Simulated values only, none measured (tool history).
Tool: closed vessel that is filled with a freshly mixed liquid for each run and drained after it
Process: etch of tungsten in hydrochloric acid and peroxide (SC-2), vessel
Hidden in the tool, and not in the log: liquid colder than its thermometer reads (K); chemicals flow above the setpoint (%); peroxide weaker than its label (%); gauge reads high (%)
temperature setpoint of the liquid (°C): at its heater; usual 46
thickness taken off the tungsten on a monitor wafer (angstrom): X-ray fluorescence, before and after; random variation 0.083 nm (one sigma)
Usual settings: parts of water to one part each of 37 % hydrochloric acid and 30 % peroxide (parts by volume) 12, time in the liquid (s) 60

| run | hour | temperature setpoint of the liquid (°C) | parts of water to one part each of 37 % hydrochloric acid and 30 % peroxide (parts by volume) | time in the liquid (s) | wafers since the last listed run | hours since the thermometer was replaced | hours since the chemicals flow meter was replaced | hours since the drum of peroxide was connected | hours since the gauge calibration | read-back film thickness of the tungsten reference wafer, read on the same gauge (nm) | thickness taken off the tungsten on a monitor wafer (angstrom) |
|---|---|---|---|---|---|---|---|---|---|---|---|
| 1 | 0 | 46 | 12 | 60 | 0 | 1193.1 | 909.5 | 106.5 | 3486.8 | 79.97 | 101.8 |
| 2 | 76.6 | 46 | 12 | 60 | 10040 | 1269.7 | 986.1 | 183.1 | 3563.4 | 79.98 | 98.9 |
| 3 | 166.7 | 52.5 | 9 | 60 | 11810 | 1359.8 | 1076.2 | 273.2 | 3653.5 | 79.96 | 198.4 |
|  | 176.6 | chemicals flow meter replaced |
| 4 | 260.9 | 52.5 | 9 | 60 | 12216 | 1454 | 84.3 | 367.4 | 3747.7 | 79.97 | 199.6 |
| 5 | 308.5 | 52.5 | 9 | 60 | 6239 | 1501.6 | 131.9 | 415 | 3795.3 | 79.98 | 203.9 |
| 6 | 381.4 | 42.5 | 15 | 60 | 9555 | 1574.5 | 204.8 | 487.9 | 3868.2 | 79.98 | 67.7 |
|  | 428.3 | gauge calibrated |
| 7 | 477.4 | 42.5 | 15 | 60 | 12583 | 1670.5 | 300.8 | 583.9 | 49.1 | 80 | 67.6 |
| 8 | 539.6 | 46 | 12 | 60 | 8153 | 1732.7 | 363 | 646.1 | 111.3 | 80.01 | 104.9 |
| 9 | 578.8 | 41 | 17.5 | 60 | 5138 | 1771.9 | 402.2 | 685.3 | 150.5 | 79.98 | 53.7 |
|  | 598.4 | new drum of peroxide connected |
| 10 | 624.4 | 41 | 12 | 30 | 5846 | 1817.5 | 447.8 | 26 | 196.1 | 80.01 | 36.8 |
| 11 | 672.4 | 53.5 | 15.5 | 60 | 6291 | 1865.5 | 495.8 | 74 | 244.1 | 80.02 | 138 |
| 12 | 714.3 | 36.5 | 12 | 90 | 5492 | 1907.4 | 537.7 | 115.9 | 286 | 80.01 | 80.6 |
| 13 | 754.7 | 39.5 | 8 | 60 | 5295 | 1947.8 | 578.1 | 156.3 | 326.4 | 80.03 | 91.9 |
|  | 823.4 | chemicals flow meter replaced, repeated, since the last time left the tool worse |
| 14 | 831.3 | 46 | 12 | 80 | 9909 | 2024.4 | 7.9 | 232.9 | 403 | 80.01 | 129.8 |
| 15 | 868.6 | 46 | 12 | 30 | 4889 | 2061.7 | 45.2 | 270.2 | 440.3 | 80 | 48.4 |
| 16 | 962.5 | 46 | 12 | 70 | 12308 | 2155.6 | 139.1 | 364.1 | 534.2 | 80.01 | 114.5 |
| 17 | 1050.3 | 52.5 | 6.5 | 60 | 11509 | 2243.4 | 226.9 | 451.9 | 622 | 80 | 245.6 |
| 18 | 1102.3 | 50.5 | 8.5 | 75 | 6816 | 2295.4 | 278.9 | 503.9 | 674 | 80 | 221.6 |
| 19 | 1181 | 46 | 14 | 45 | 10316 | 2374.1 | 357.6 | 582.6 | 752.7 | 80 | 64.7 |
|  | 1189.6 | thermometer replaced |
|  | 1213.5 | new drum of peroxide connected |
| 20 | 1277.3 | 54 | 6.5 | 70 | 12361 | 87.7 | 453.9 | 63.8 | 849 | 80.01 | 323.3 |
| 21 | 1375.5 | 37.5 | 12 | 60 | 12872 | 185.9 | 552.1 | 162 | 947.2 | 80.01 | 54.6 |
| 22 | 1446.4 | 46 | 12 | 60 | 9293 | 256.8 | 623 | 232.9 | 1018.1 | 80.03 | 98.3 |
| 23 | 1538.6 | 46 | 12 | 45 | 12085 | 349 | 715.2 | 325.1 | 1110.3 | 80.01 | 74.9 |
| 24 | 1639.7 | 46 | 12 | 60 | 13252 | 450.1 | 816.3 | 426.2 | 1211.4 | 79.99 | 99.4 |
| 25 | 1730.2 | 46 | 7 | 60 | 11862 | 540.6 | 906.8 | 516.7 | 1301.9 | 80.02 | 154.2 |
|  | 1745.4 | chemicals flow meter replaced |
|  | 1953 | new drum of peroxide connected |
| 26 | 1975.9 | 36.5 | 8 | 95 | 31944 | 786.3 | 230.5 | 22.9 | 1547.6 | 79.98 | 111 |
| 27 | 2018.3 | 46 | 12 | 60 | 5557 | 828.7 | 272.9 | 65.3 | 1590 | 80.01 | 97.9 |
| 28 | 2287.5 | 46 | 12 | 85 | 35287 | 1097.9 | 542.1 | 334.5 | 1859.2 | 80.01 | 139.9 |
| 29 | 2395.1 | 55.5 | 7 | 30 | 14104 | 1205.5 | 649.7 | 442.1 | 1966.8 | 80.01 | 142.4 |
| 30 | 2486.6 | 46 | 12 | 60 | 11994 | 1297 | 741.2 | 533.6 | 2058.3 | 80 | 99.2 |

The tool's hidden state at each run:
liquid colder than its thermometer reads (K): 0 in every run
peroxide weaker than its label (%): 0 in every run
gauge reads high (%): 0 in every run
H1: chemicals flow above the setpoint (%)
| run | H1 |
|---|---|
| 1 | 4.01 |
| 2 | 4.32 |
| 3 | 4.68 |
| 4 | 7.88 |
| 5 | 8.07 |
| 6 | 8.37 |
| 7 | 8.75 |
| 8 | 9 |
| 9 | 9.16 |
| 10 | 9.35 |
| 11 | 9.54 |
| 12 | 9.71 |
| 13 | 9.87 |
| 14 | 0.251 |
| 15 | 0.401 |
| 16 | 0.78 |
| 17 | 1.13 |
| 18 | 1.34 |
| 19 | 1.66 |
| 20 | 2.05 |
| 21 | 2.45 |
| 22 | 2.73 |
| 23 | 3.1 |
| 24 | 3.51 |
| 25 | 3.88 |
| 26 | 1.14 |
| 27 | 1.31 |
| 28 | 2.4 |
| 29 | 2.83 |
| 30 | 3.2 |
